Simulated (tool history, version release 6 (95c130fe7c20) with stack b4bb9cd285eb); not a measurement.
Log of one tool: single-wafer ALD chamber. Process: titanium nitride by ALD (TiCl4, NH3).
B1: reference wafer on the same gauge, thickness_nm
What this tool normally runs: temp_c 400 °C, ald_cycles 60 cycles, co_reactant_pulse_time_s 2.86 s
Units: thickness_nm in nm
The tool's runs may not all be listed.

Run 1, hour 0.0: usual settings; B1 1.430. Result: thickness_nm 1.346 nm.
Run 2, hour 69.3: usual settings; B1 1.431. Result: thickness_nm 1.353 nm.
Run 3, hour 107.9: usual settings but co_reactant_pulse_time_s 3.20 s; B1 1.431. Result: thickness_nm 1.358 nm.
Run 4, hour 279.4: usual settings but co_reactant_pulse_time_s 3.20 s; B1 1.430. Result: thickness_nm 1.349 nm.
Run 5, hour 319.1: usual settings but co_reactant_pulse_time_s 3.20 s; B1 1.431. Result: thickness_nm 1.356 nm.
Run 6, hour 384.7: usual settings but ald_cycles 66 cycles; B1 1.427. Result: thickness_nm 1.478 nm.
Run 7, hour 420.1: usual settings but ald_cycles 66 cycles; B1 1.430. Result: thickness_nm 1.475 nm.
Run 8, hour 466.7: usual settings; B1 1.429. Result: thickness_nm 1.350 nm.
Run 9, hour 526.7: usual settings; B1 1.430. Result: thickness_nm 1.357 nm.
Run 10, hour 563.7: usual settings; B1 1.428. Result: thickness_nm 1.354 nm.
Run 11, hour 592.0: usual settings; B1 1.432. Result: thickness_nm 1.344 nm.
Run 12, hour 637.9: usual settings; B1 1.428. Result: thickness_nm 1.362 nm.
Run 13, hour 670.5: usual settings; B1 1.431. Result: thickness_nm 1.338 nm.
At hour 698.2: thermocouple changed; heater temperature recalibrated.
Run 14, hour 702.2: usual settings; B1 1.430. Result: thickness_nm 1.350 nm.
Run 15, hour 729.1: usual settings; B1 1.431. Result: thickness_nm 1.342 nm.
Run 16, hour 795.9: usual settings but temp_c 410 °C, ald_cycles 53 cycles, co_reactant_pulse_time_s 2.50 s; B1 1.429. Result: thickness_nm 1.197 nm.

Estimate the outcome of run 17 from the log above:
At hour 798.2: gauge calibrated.
Run 17, hour 834.1: usual settings; B1 ?. Result: thickness_nm ?.

{"run 17": {"B1": 1.428, "thickness_nm": 1.346}}
Take away the tool's hidden state, keep the run-to-run variation as it was, and the same run would have given thickness_nm 1.346 nm.

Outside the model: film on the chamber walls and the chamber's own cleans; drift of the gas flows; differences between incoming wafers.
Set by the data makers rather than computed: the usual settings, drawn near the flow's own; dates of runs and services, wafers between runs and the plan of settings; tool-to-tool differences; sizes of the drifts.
